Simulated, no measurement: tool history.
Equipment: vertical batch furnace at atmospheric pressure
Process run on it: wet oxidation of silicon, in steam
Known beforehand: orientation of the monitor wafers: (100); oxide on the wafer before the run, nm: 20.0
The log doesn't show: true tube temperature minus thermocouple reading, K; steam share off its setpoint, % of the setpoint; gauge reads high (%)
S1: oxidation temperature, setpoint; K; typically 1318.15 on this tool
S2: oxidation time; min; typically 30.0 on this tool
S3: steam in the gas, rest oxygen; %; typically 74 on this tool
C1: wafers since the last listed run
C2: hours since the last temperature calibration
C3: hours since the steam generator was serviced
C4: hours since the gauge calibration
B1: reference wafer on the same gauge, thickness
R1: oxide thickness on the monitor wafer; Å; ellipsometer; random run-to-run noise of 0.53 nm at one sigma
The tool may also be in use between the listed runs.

run,hour,S1,S2,S3,C1,C2,C3,C4,B1,R1
1,0.0,1308.15,30.0,84,0,3981.9,1343.6,563.2,326.03,3148.8
2,28.3,1318.15,30.0,74,265,4010.2,1371.9,591.5,326.01,3104.5
3,43.3,1318.15,30.0,74,140,4025.2,1386.9,606.5,326.05,3096.1
4,66.1,1318.15,30.0,74,214,4048.0,1409.7,629.3,326.03,3104.2
5,81.5,1331.15,30.0,83,144,4063.4,1425.1,644.7,325.99,3619.3
6,103.7,1318.15,30.0,74,208,4085.6,1447.3,666.9,326.02,3099.9
7,127.1,1318.15,30.0,74,219,4109.0,1470.7,690.3,326.05,3121.5
8,141.9,1318.15,30.0,74,138,4123.8,1485.5,705.1,326.00,3100.0
9,159.8,1318.15,30.0,74,168,4141.7,1503.4,723.0,325.90,3109.1
10,180.4,1318.15,30.0,74,193,4162.3,1524.0,743.6,326.05,3110.4
11,207.6,1318.15,30.0,74,255,4189.5,1551.2,770.8,326.05,3106.0
12,241.2,1318.15,30.0,74,315,4223.1,1584.8,804.4,326.10,3111.2
13,253.5,1318.15,30.0,74,115,4235.4,1597.1,816.7,326.03,3116.6
14,287.9,1318.15,30.0,82,322,4269.8,1631.5,851.1,325.99,3325.1
# hour 363.8: steam generator serviced
15,365.6,1318.15,30.0,82,504,4347.5,1.8,928.8,326.08,3394.4
# hour 393.7: thermocouples replaced and temperature profile calibrated
16,398.6,1318.15,30.0,74,84,4.9,34.8,961.8,325.98,3077.9
17,411.6,1318.15,30.0,78,122,17.9,47.8,974.8,325.86,3191.3
18,436.5,1307.15,30.0,74,233,42.8,72.7,999.7,326.01,2859.0
19,462.2,1312.15,37.5,81,241,68.5,98.4,1025.4,326.04,3620.4
20,493.8,1303.15,19.5,74,296,100.1,130.0,1057.0,325.98,2072.9
21,514.2,1318.15,30.0,74,191,120.5,150.4,1077.4,326.06,3068.5
# hour 531.8: gauge calibrated
22,538.7,1336.15,30.0,74,229,145.0,174.9,6.9,326.01,3424.9
23,573.3,1318.15,30.0,74,324,179.6,209.5,41.5,326.02,3058.5
24,602.6,1334.15,22.0,64,275,208.9,238.8,70.8,325.91,2535.4
25,634.2,1312.15,30.0,66,296,240.5,270.4,102.4,326.05,2730.7
26,647.9,1326.15,30.0,77,128,254.2,284.1,116.1,326.05,3312.5
27,677.0,1340.15,37.5,68,273,283.3,313.2,145.2,326.27,3813.2
28,695.0,1318.15,30.0,74,168,301.3,331.2,163.2,326.01,3063.8
29,710.7,1318.15,30.0,74,147,317.0,346.9,178.9,326.17,3061.2
30,737.6,1318.15,30.0,84,252,343.9,373.8,205.8,326.07,3319.4
31,767.3,1318.15,30.0,74,278,373.6,403.5,235.5,326.01,3060.7
32,780.4,1312.15,37.5,81,122,386.7,416.6,248.6,326.11,3602.6
33,794.1,1318.15,30.0,82,128,400.4,430.3,262.3,325.84,3264.6
34,820.2,1299.15,30.0,74,244,426.5,456.4,288.4,326.18,2688.3
35,848.9,1318.15,30.0,74,269,455.2,485.1,317.1,326.07,3059.2
36,870.7,1318.15,18.0,62,204,477.0,506.9,338.9,325.89,1937.8
37,896.8,1328.15,24.5,83,244,503.1,533.0,365.0,326.04,3072.8
38,911.3,1318.15,21.0,74,136,517.6,547.5,379.5,326.00,2419.4
39,927.6,1335.15,43.5,78,152,533.9,563.8,395.8,325.73,4405.6

3 ways to go on from here, each from the tool as it stands after run 39. What would each give?
A,931.8,1318.15,37.0,74,39,538.1,568.0,400.0,?,?
B,931.8,1306.15,22.0,70,39,538.1,568.0,400.0,?,?
C,931.8,1318.15,24.0,80,39,538.1,568.0,400.0,?,?

run,B1,R1
A,326.12,3499.6
B,326.12,2208.7
C,326.12,2783.6
Had the tool no hidden state, the same runs would have come out as:
run,R1
A,3528.5
B,2227.7
C,2806.9
